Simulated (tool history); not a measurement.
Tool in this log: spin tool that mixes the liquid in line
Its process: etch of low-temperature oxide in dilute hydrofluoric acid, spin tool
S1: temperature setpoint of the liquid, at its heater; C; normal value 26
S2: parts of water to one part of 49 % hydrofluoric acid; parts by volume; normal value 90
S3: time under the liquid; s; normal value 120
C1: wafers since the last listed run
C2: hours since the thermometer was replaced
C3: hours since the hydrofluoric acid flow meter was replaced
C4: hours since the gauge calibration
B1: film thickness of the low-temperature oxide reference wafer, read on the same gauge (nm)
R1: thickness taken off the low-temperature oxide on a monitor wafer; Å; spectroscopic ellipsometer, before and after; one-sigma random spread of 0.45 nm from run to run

run	hour	S1	S2	S3	C1	C2	C3	C4	B1	R1
1	0	26	90	65	0	966.7	1234.7	5	120.01	293.8
2	85.4	26	90	65	900	1052.1	1320.1	90.4	120	305.3
3	114.6	26	90	65	307	1081.3	1349.3	119.6	120	301
4	137.6	22	90	120	242	1104.3	1372.3	142.6	119.96	472.1
5	149.8	26	90	120	128	1116.5	1384.5	154.8	120.02	557.8
6	170	26	90	120	212	1136.7	1404.7	175	119.99	558.8
7	203.7	26	90	120	355	1170.4	1438.4	208.7	120.04	549.7
8	272.3	26	90	120	723	1239	1507	277.3	120	562.2
9	305.9	26	90	155	354	1272.6	1540.6	310.9	120.01	733.5
10	327.9	29.5	50	120	231	1294.6	1562.6	332.9	119.97	1224.9
# hour 380.5: gauge calibrated
# hour 386.6: thermometer replaced
# hour 401.4: hydrofluoric acid flow meter replaced
11	427.9	21.5	60	95	1032	41.3	26.5	47.4	120	510.5
12	478.4	26	50	180	532	91.8	77	97.9	120.01	1439.3
13	502.3	28	80	75	251	115.7	100.9	121.8	120.01	397.1
14	526.7	26	90	120	257	140.1	125.3	146.2	120.01	509
15	541.4	26	90	120	154	154.8	140	160.9	120.01	510.6
16	563.7	26	75	120	235	177.1	162.3	183.2	119.99	630.5
17	576.7	21	90	120	137	190.1	175.3	196.2	120.02	412.4

Pick out some run-to-run changes in R1. Of each, how much would a tool without hidden state show as well, from the settings, what came in and chance, and how much is left for the hidden state and any gauge scatter not in both results compared?
Hidden conditions of the tool in this case: liquid colder than its thermometer reads (K); hydrofluoric acid flow above the setpoint (%); gauge reads high (%).
Run 10 -> 11: S1 29.5 -> 21.5, S2 50 -> 60, S3 120 -> 95, gauge calibrated, thermometer replaced, hydrofluoric acid flow meter replaced. R1 -714.4 Å: hidden state -138.8, all else -575.6.
Run 12 -> 13: S1 26 -> 28, S2 50 -> 80, S3 180 -> 75. R1 -1042.2 Å: hidden state -22, all else -1020.2.
